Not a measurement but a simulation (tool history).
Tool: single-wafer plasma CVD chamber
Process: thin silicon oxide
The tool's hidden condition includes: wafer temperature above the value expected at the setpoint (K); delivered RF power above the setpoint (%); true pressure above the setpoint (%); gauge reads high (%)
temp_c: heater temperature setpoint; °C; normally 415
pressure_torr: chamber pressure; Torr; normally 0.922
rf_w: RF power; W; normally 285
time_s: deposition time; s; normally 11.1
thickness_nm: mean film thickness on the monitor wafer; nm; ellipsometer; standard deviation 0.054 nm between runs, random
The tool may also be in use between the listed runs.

run	hour	temp_c	pressure_torr	rf_w	time_s	wafers since the last listed run	hours since the last thermocouple change	hours since the last RF generator calibration	hours since the last manometer calibration	hours since the showerhead was replaced	hours since the gauge calibration	read-back reference wafer on the same gauge, thickness_nm	thickness_nm
1	0.0	415	0.922	285	11.1	0	2247.2	954.4	2005.6	2404.8	91.5	22.998	19.824
2	29.2	415	0.922	285	10.2	1115	2276.4	983.6	2034.8	2434.0	120.7	22.995	18.217
3	45.0	415	0.922	285	10.2	603	2292.2	999.4	2050.6	2449.8	136.5	22.994	18.163
4	71.0	415	0.922	285	10.2	993	2318.2	1025.4	2076.6	2475.8	162.5	22.987	18.016
5	105.4	415	0.922	285	11.1	1313	2352.6	1059.8	2111.0	2510.2	196.9	22.995	19.679
6	138.9	415	0.922	285	11.1	1279	2386.1	1093.3	2144.5	2543.7	230.4	23.012	19.600
# hour 160.8: showerhead replaced
# hour 161.2: gauge calibrated
# hour 242.1: thermocouple changed; heater temperature recalibrated
7	242.6	415	0.993	285	11.1	3349	0.5	1197.0	2248.2	81.8	81.4	22.999	20.890
# hour 251.3: capacitance manometer re-zeroed and calibrated
# hour 266.1: RF generator calibrated
8	266.6	419	0.922	285	11.1	305	24.5	0.5	15.3	105.8	105.4	23.011	20.143
9	284.7	405	0.922	285	9.6	691	42.6	18.6	33.4	123.9	123.5	23.011	17.562
10	296.9	410	0.922	260	12.6	465	54.8	30.8	45.6	136.1	135.7	22.999	22.156
11	329.4	400	0.922	310	11.1	1241	87.3	63.3	78.1	168.6	168.2	23.000	21.177
12	357.1	415	0.785	285	11.1	1058	115.0	91.0	105.8	196.3	195.9	23.003	17.043
13	388.7	415	0.922	285	11.1	1206	146.6	122.6	137.4	227.9	227.5	22.984	20.182
14	416.8	415	0.922	285	11.1	1073	174.7	150.7	165.5	256.0	255.6	23.000	20.182

Across each entry between runs, compare the hidden state at the last listed run before it with the hidden state at the first listed run after it:
Between runs 6 and 7: showerhead replaced (hour 160.8); gauge calibrated (hour 161.2); thermocouple changed; heater temperature recalibrated (hour 242.1)
  delivered RF power above the setpoint (%): -7.88 -> -9.43
  the result without the hidden state subtracted from the measured one, thickness_nm: -0.693 -> -0.898 nm
Between runs 7 and 8: capacitance manometer re-zeroed and calibrated (hour 251.3); RF generator calibrated (hour 266.1)
  delivered RF power above the setpoint (%): -9.43 -> -0.859
  the result without the hidden state subtracted from the measured one, thickness_nm: -0.898 -> -0.071 nm
